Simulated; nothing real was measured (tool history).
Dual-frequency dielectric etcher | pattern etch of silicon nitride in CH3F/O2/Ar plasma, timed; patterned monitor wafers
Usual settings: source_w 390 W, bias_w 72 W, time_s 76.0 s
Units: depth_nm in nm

run   hour  source_w  bias_w  time_s  read-back reference wafer on the same gauge, depth_nm  depth_nm
  1    0.0       390      72    68.0                                                   42.3      48.1
  2    6.1       390      72    76.0                                                   42.3      53.3
  3   12.8       370      72    89.0                                                   42.1      61.9
  4   24.1       370      72    89.0                                                   42.2      61.7
  5   39.3       390      72    76.0                                                   42.3      53.5
  6   47.9       390      72    76.0                                                   42.2      53.4
  7   65.0       390      72    76.0                                                   42.1      53.7
  8   79.0       390      79    76.0                                                   42.3      56.5
  9   87.8       390      79    76.0                                                   42.2      56.0
 10  102.4       390      72    76.0                                                   42.1      54.1
 11  117.0       390      72    58.0                                                   42.2      41.3
 12  128.2       390      78    84.5                                                   42.2      62.7
 13  135.5       300      90    97.5                                                   42.2      71.8
 14  150.0       390      72    91.5                                                   42.1      66.0
     153.2  -- gauge calibrated
     165.5  -- source power generator calibrated
     181.0  -- upper electrode replaced
 15  181.5       420      85    69.0                                                   42.3      54.9
 16  181.9       440      90    76.0                                                   42.1      62.7
     201.0  -- bias power generator calibrated
     214.9  -- wet clean of the chamber
 17  215.4       360      72    89.5                                                   42.3      59.1
 18  215.7       470      67    69.0                                                   42.2      48.0
 19  216.0       390      84    55.5                                                   42.2      41.0
 20  223.4       470      66    93.5                                                   42.2      65.5
 21  234.6       390      77    57.0                                                   42.3      40.5
 22  244.1       300      72    92.0                                                   42.1      57.9
 23  283.3       390      72    76.0                                                   42.1      52.7
 24  292.9       390      72    76.0                                                   42.3      52.9
 25  299.4       460      60    62.0                                                   42.2      41.6
 26  317.1       390      72    76.0                                                   42.1      52.0
 27  332.1       390      84    55.5                                                   42.2      41.0
 28  341.8       450      64    61.5                                                   42.3      42.2
 29  349.7       430      60    59.0                                                   42.1      38.9

Forecast each of these 5 alternatives for the next run:
  A  350.1       390      72    76.0                                                      ?         ?
  B  350.1       390      55    92.5                                                      ?         ?
  C  350.1       480      57    76.0                                                      ?         ?
  D  350.1       450      72    67.0                                                      ?         ?
  E  350.1       430      58    76.0                                                      ?         ?

run  read-back reference wafer on the same gauge, depth_nm  depth_nm
  A                                                   42.3      53.0
  B                                                   42.3      57.1
  C                                                   42.3      51.1
  D                                                   42.3      49.0
  E                                                   42.3      49.7
Without the tool's hidden state the same runs would have given:
run  depth_nm
  A      51.9
  B      55.9
  C      50.1
  D      48.0
  E      48.6

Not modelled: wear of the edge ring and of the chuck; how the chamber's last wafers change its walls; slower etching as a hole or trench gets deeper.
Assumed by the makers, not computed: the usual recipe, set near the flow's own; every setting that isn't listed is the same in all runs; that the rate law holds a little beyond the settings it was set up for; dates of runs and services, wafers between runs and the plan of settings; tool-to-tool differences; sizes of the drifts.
